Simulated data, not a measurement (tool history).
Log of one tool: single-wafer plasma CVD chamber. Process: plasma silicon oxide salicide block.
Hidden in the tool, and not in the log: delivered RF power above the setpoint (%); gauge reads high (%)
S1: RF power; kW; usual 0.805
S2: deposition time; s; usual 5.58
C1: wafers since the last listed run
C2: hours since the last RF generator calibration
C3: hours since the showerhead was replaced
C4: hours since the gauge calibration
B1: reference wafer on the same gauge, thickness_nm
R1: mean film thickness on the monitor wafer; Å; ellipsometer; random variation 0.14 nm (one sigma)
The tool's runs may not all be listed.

run,day,S1,S2,C1,C2,C3,C4,B1,R1
1,0,0.72,5.58,0,1217.5,7122.1,129.8,67.586,534.62
2,0.496,0.72,5.58,353,1229.4,7134,141.7,67.634,531.56
3,0.925,0.805,5.58,305,1239.7,7144.3,152,67.62,561.68
4,1.212,0.805,5.58,204,1246.6,7151.2,158.9,67.599,562.19
5,1.492,0.805,5.58,198,1253.3,7157.9,165.6,67.517,564.13
6,2.058,0.805,5.58,403,1266.9,7171.5,179.2,67.589,563.35
7,2.675,0.805,5.58,439,1281.7,7186.3,194,67.591,564
8,3.275,0.805,5.58,427,1296.1,7200.7,208.4,67.683,563.51
9,3.604,0.805,5.58,234,1304,7208.6,216.3,67.553,560.72
10,4.204,0.805,5.58,427,1318.4,7223,230.7,67.634,563.25
11,4.896,0.805,6.22,492,1335,7239.6,247.3,67.585,626.99
12,5.542,0.805,6.22,460,1350.5,7255.1,262.8,67.579,623.32
13,6.1,0.805,5.58,397,1363.9,7268.5,276.2,67.615,563.15
14,6.454,0.805,5.58,252,1372.4,7277,284.7,67.665,559.83
15,6.708,0.805,5.58,181,1378.5,7283.1,290.8,67.612,559.19
16,7,0.805,5.58,207,1385.5,7290.1,297.8,67.624,560.68
17,7.729,0.93,6.29,519,1403,7307.6,315.3,67.577,674.26
18,8.475,0.93,6.29,531,1420.9,7325.5,333.2,67.586,677.59
19,8.879,0.805,5.58,288,1430.6,7335.2,342.9,67.564,560.52
20,9.367,0.805,5.58,347,1442.3,7346.9,354.6,67.585,560.18
21,9.992,0.805,5.58,445,1457.3,7361.9,369.6,67.619,559.49
22,10.483,0.805,5.58,350,1469.1,7373.7,381.4,67.633,559.41
23,10.742,0.865,4.59,184,1475.3,7379.9,387.6,67.535,474.44
24,11.467,0.685,4.76,516,1492.7,7397.3,405,67.594,438.49
25,11.788,0.73,4.66,228,1500.4,7405,412.7,67.583,444.94
26,12.117,0.905,4.94,234,1508.3,7412.9,420.6,67.574,522.73
27,12.817,0.805,5.58,498,1525.1,7429.7,437.4,67.633,558.25
28,13.312,0.805,6.26,353,1537,7441.6,449.3,67.588,625.16
# day 13.992: RF generator calibrated
29,14.012,0.805,5.58,261,0.5,7458.4,466.1,67.591,582.11
30,14.5,0.805,5.58,347,12.2,7470.1,477.8,67.575,582.19
31,15.029,0.805,6.16,377,24.9,7482.8,490.5,67.561,639.87
32,15.579,0.69,5.3,391,38.1,7496,503.7,67.592,508.64
33,17.162,0.92,4.97,1128,76.1,7534,541.7,67.58,550.14
# day 17.517: showerhead replaced
34,17.908,0.805,5.58,293,94,9.4,559.6,67.624,579.29
# day 19.617: gauge calibrated
35,19.9,0.895,4.68,1419,141.8,57.2,6.8,67.609,510.93
36,20.412,0.805,5.58,365,154.1,69.5,19.1,67.568,576.86
37,21.029,0.94,5.22,439,168.9,84.3,33.9,67.553,578.19
38,21.421,0.805,5.58,279,178.3,93.7,43.3,67.619,579.87
39,21.804,0.895,4.85,273,187.5,102.9,52.5,67.635,527.75
40,22.279,0.805,5.58,338,198.9,114.3,63.9,67.584,577.86
41,24.379,0.905,4.97,1496,249.3,164.7,114.3,67.518,542.88
42,24.704,0.89,6.21,231,257.1,172.5,122.1,67.581,672.75
43,25.079,0.805,5.58,267,266.1,181.5,131.1,67.607,577.29
44,25.758,0.7,4.63,483,282.4,197.8,147.4,67.568,445.98

Some steps in R1 between neighbouring runs. How much of each would the tool show without its hidden state too (settings, what came in, random variation), and how much is left for the hidden state, with any gauge scatter that isn't in both results?
Run 16 -> 17: S1 0.805 -> 0.93, S2 5.58 -> 6.29. R1 +113.58 Å: hidden state -4.78, all else +118.36.
Run 18 -> 19: S1 0.93 -> 0.805, S2 6.29 -> 5.58. R1 -117.07 Å: hidden state +4.53, all else -121.6.
Run 28 -> 29: S2 6.26 -> 5.58, RF generator calibrated. R1 -43.05 Å: hidden state +25.76, all else -68.81.
Run 31 -> 32: S1 0.805 -> 0.69, S2 6.16 -> 5.3. R1 -131.23 Å: hidden state +0.22, all else -131.45.
Run 41 -> 42: S1 0.905 -> 0.89, S2 4.97 -> 6.21. R1 +129.87 Å: hidden state -1.21, all else +131.08.
Run 43 -> 44: S1 0.805 -> 0.7, S2 5.58 -> 4.63. R1 -131.31 Å: hidden state +0.98, all else -132.29.
